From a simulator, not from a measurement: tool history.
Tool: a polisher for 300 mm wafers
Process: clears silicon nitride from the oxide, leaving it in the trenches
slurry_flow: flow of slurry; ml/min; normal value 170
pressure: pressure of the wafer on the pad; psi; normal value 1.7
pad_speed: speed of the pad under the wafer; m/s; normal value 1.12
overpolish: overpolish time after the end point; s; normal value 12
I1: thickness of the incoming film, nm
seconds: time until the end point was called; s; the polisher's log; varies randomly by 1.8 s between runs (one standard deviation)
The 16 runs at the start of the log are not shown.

{"run": 17, "hour": 854.1, "slurry_flow": 170, "pressure": 1.7, "pad_speed": 1.32, "overpolish": 12, "I1": 44.7, "seconds": 92.8}
{"hour": 901.8, "done": "worn pad replaced by a new one"}
{"hour": 903.2, "done": "slurry nozzle cleaned"}
{"run": 18, "hour": 903.7, "slurry_flow": 170, "pressure": 1.8, "pad_speed": 1.12, "overpolish": 12, "I1": 45, "seconds": 87.4}
{"run": 19, "hour": 996.9, "slurry_flow": 170, "pressure": 1.7, "pad_speed": 1.12, "overpolish": 12, "I1": 44.9, "seconds": 95}
{"run": 20, "hour": 1023.6, "slurry_flow": 210, "pressure": 1.5, "pad_speed": 1.22, "overpolish": 12, "I1": 44.8, "seconds": 96.8}
{"run": 21, "hour": 1054.6, "slurry_flow": 195, "pressure": 1.2, "pad_speed": 0.9, "overpolish": 8, "I1": 44.9, "seconds": 166.7}
{"run": 22, "hour": 1082.7, "slurry_flow": 120, "pressure": 1.2, "pad_speed": 1.42, "overpolish": 17, "I1": 44.9, "seconds": 125.5}
{"hour": 1101.1, "done": "head pressure recalibrated"}
{"run": 23, "hour": 1114.0, "slurry_flow": 170, "pressure": 1.7, "pad_speed": 1.12, "overpolish": 18, "I1": 44.8, "seconds": 105.6}
{"hour": 1163.7, "done": "worn pad replaced by a new one"}
{"run": 24, "hour": 1173.7, "slurry_flow": 185, "pressure": 1.7, "pad_speed": 0.76, "overpolish": 12, "I1": 44.8, "seconds": 140.1}
{"run": 25, "hour": 1205.8, "slurry_flow": 170, "pressure": 1.7, "pad_speed": 1.12, "overpolish": 12, "I1": 45, "seconds": 98.4}
{"hour": 1251.4, "done": "slurry nozzle cleaned"}
{"run": 26, "hour": 1266.1, "slurry_flow": 225, "pressure": 1.3, "pad_speed": 1.34, "overpolish": 16, "I1": 45.6, "seconds": 98.3}
{"run": 27, "hour": 1291.0, "slurry_flow": 185, "pressure": 2.2, "pad_speed": 1.46, "overpolish": 9, "I1": 45.9, "seconds": 57.7}
{"run": 28, "hour": 1361.3, "slurry_flow": 170, "pressure": 1.7, "pad_speed": 1.12, "overpolish": 12, "I1": 44.5, "seconds": 96.3}
{"run": 29, "hour": 1393.2, "slurry_flow": 125, "pressure": 1.5, "pad_speed": 0.94, "overpolish": 7, "I1": 44.7, "seconds": 141.1}
{"hour": 1426.2, "done": "worn pad replaced by a new one"}
{"run": 30, "hour": 1462.7, "slurry_flow": 170, "pressure": 2.2, "pad_speed": 1.12, "overpolish": 15, "I1": 45.3, "seconds": 73.2}

Each row is a separate what-if for the run after 30, all from the same tool condition, not one after another. Results?
{"run": "A", "hour": 1463.1, "slurry_flow": 155, "pressure": 1.7, "pad_speed": 1.12, "overpolish": 12, "I1": 45, "seconds": "?"}
{"run": "B", "hour": 1463.1, "slurry_flow": 170, "pressure": 1.9, "pad_speed": 1.12, "overpolish": 17, "I1": 45, "seconds": "?"}
{"run": "C", "hour": 1463.1, "slurry_flow": 110, "pressure": 2.3, "pad_speed": 1, "overpolish": 8, "I1": 45, "seconds": "?"}
{"run": "D", "hour": 1463.1, "slurry_flow": 205, "pressure": 2, "pad_speed": 0.74, "overpolish": 9, "I1": 45, "seconds": "?"}

run=A seconds=99.9
run=B seconds=87.6
run=C seconds=90
run=D seconds=115.6
What these runs would have given with no unlogged condition in the tool:
run=A seconds=93.5
run=B seconds=82.4
run=C seconds=82.3
run=D seconds=109.7
